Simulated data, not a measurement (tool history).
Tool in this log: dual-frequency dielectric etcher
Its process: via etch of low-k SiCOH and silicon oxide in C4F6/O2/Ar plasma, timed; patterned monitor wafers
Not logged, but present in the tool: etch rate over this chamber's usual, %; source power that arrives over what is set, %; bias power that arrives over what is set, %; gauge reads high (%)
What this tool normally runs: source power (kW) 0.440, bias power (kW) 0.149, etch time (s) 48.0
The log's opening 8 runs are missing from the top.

| run | day | source power (kW) | bias power (kW) | etch time (s) | wafers since the last listed run | hours since the last wet clean | hours since the last source power generator calibration | hours since the last bias power generator calibration | hours since the last upper electrode change | hours since the gauge calibration | read-back reference wafer on the same gauge, depth_nm | mean etch depth across the wafer (Å) |
|---|---|---|---|---|---|---|---|---|---|---|---|---|
|  | 10.083 | source power generator calibrated |
| 9 | 11.417 | 0.440 | 0.149 | 48.0 | 903 | 288.4 | 32.0 | 3378.6 | 2453.4 | 587.5 | 128.9 | 1219 |
| 10 | 12.171 | 0.440 | 0.149 | 48.0 | 284 | 306.5 | 50.1 | 3396.7 | 2471.5 | 605.6 | 129.0 | 1228 |
| 11 | 12.821 | 0.370 | 0.149 | 48.0 | 245 | 322.1 | 65.7 | 3412.3 | 2487.1 | 621.2 | 129.0 | 1093 |
| 12 | 13.550 | 0.370 | 0.149 | 48.0 | 275 | 339.6 | 83.2 | 3429.8 | 2504.6 | 638.7 | 129.0 | 1089 |
| 13 | 14.417 | 0.370 | 0.149 | 48.0 | 327 | 360.4 | 104.0 | 3450.6 | 2525.4 | 659.5 | 129.0 | 1086 |
| 14 | 15.683 | 0.540 | 0.118 | 48.0 | 478 | 390.8 | 134.4 | 3481.0 | 2555.8 | 689.9 | 129.0 | 1270 |
| 15 | 17.175 | 0.360 | 0.170 | 43.5 | 563 | 426.6 | 170.2 | 3516.8 | 2591.6 | 725.7 | 129.0 | 1019 |
|  | 18.462 | gauge calibrated |
|  | 18.717 | wet clean of the chamber |
| 16 | 18.738 | 0.440 | 0.163 | 57.0 | 212 | 0.5 | 207.7 | 3554.3 | 2629.1 | 6.6 | 129.0 | 1484 |
| 17 | 19.950 | 0.440 | 0.149 | 48.0 | 457 | 29.6 | 236.8 | 3583.4 | 2658.2 | 35.7 | 129.1 | 1205 |
|  | 21.192 | upper electrode replaced |
| 18 | 21.212 | 0.470 | 0.168 | 53.5 | 99 | 59.9 | 267.1 | 3613.7 | 0.5 | 66.0 | 129.1 | 1462 |
| 19 | 21.604 | 0.500 | 0.149 | 48.0 | 147 | 69.3 | 276.5 | 3623.1 | 9.9 | 75.4 | 129.0 | 1302 |
|  | 22.229 | bias power generator calibrated |
| 20 | 23.067 | 0.440 | 0.149 | 48.0 | 489 | 104.4 | 311.6 | 20.1 | 45.0 | 110.5 | 129.0 | 1207 |
| 21 | 24.312 | 0.340 | 0.161 | 54.5 | 470 | 134.3 | 341.5 | 50.0 | 74.9 | 140.4 | 129.2 | 1179 |
| 22 | 25.812 | 0.550 | 0.172 | 61.5 | 566 | 170.3 | 377.5 | 86.0 | 110.9 | 176.4 | 128.9 | 1861 |
| 23 | 26.375 | 0.540 | 0.149 | 55.0 | 212 | 183.8 | 391.0 | 99.5 | 124.4 | 189.9 | 129.0 | 1555 |
|  | 27.742 | wet clean of the chamber, repeated, since the last time left the tool worse |
| 24 | 27.775 | 0.400 | 0.186 | 42.5 | 151 | 0.8 | 424.6 | 133.1 | 158.0 | 223.5 | 128.8 | 1117 |
| 25 | 29.233 | 0.390 | 0.149 | 48.0 | 550 | 35.8 | 459.6 | 168.1 | 193.0 | 258.5 | 128.9 | 1145 |
| 26 | 30.075 | 0.390 | 0.149 | 52.0 | 317 | 56.0 | 479.8 | 188.3 | 213.2 | 278.7 | 129.1 | 1233 |
| 27 | 31.279 | 0.440 | 0.149 | 48.0 | 454 | 84.9 | 508.7 | 217.2 | 242.1 | 307.6 | 129.0 | 1228 |
| 28 | 32.017 | 0.440 | 0.149 | 48.0 | 278 | 102.6 | 526.4 | 234.9 | 259.8 | 325.3 | 129.0 | 1229 |
| 29 | 32.925 | 0.440 | 0.149 | 48.0 | 343 | 124.4 | 548.2 | 256.7 | 281.6 | 347.1 | 128.9 | 1236 |
| 30 | 34.308 | 0.440 | 0.149 | 48.0 | 522 | 157.6 | 581.4 | 289.9 | 314.8 | 380.3 | 129.1 | 1228 |

Predict each of these 3 candidate next runs independently; none follows another, all start after run 30:
| A | 34.325 | 0.440 | 0.149 | 48.0 | 6 | 158.0 | 581.8 | 290.3 | 315.2 | 380.7 | ? | ? |
| B | 34.325 | 0.360 | 0.161 | 48.0 | 6 | 158.0 | 581.8 | 290.3 | 315.2 | 380.7 | ? | ? |
| C | 34.325 | 0.480 | 0.149 | 48.0 | 6 | 158.0 | 581.8 | 290.3 | 315.2 | 380.7 | ? | ? |

| run | read-back reference wafer on the same gauge, depth_nm | mean etch depth across the wafer (Å) |
|---|---|---|
| A | 129.0 | 1225 |
| B | 129.0 | 1102 |
| C | 129.0 | 1293 |
With the hidden condition removed and each run's random variation left untouched, the same runs would have given:
| run | mean etch depth across the wafer (Å) |
|---|---|
| A | 1235 |
| B | 1110 |
| C | 1303 |
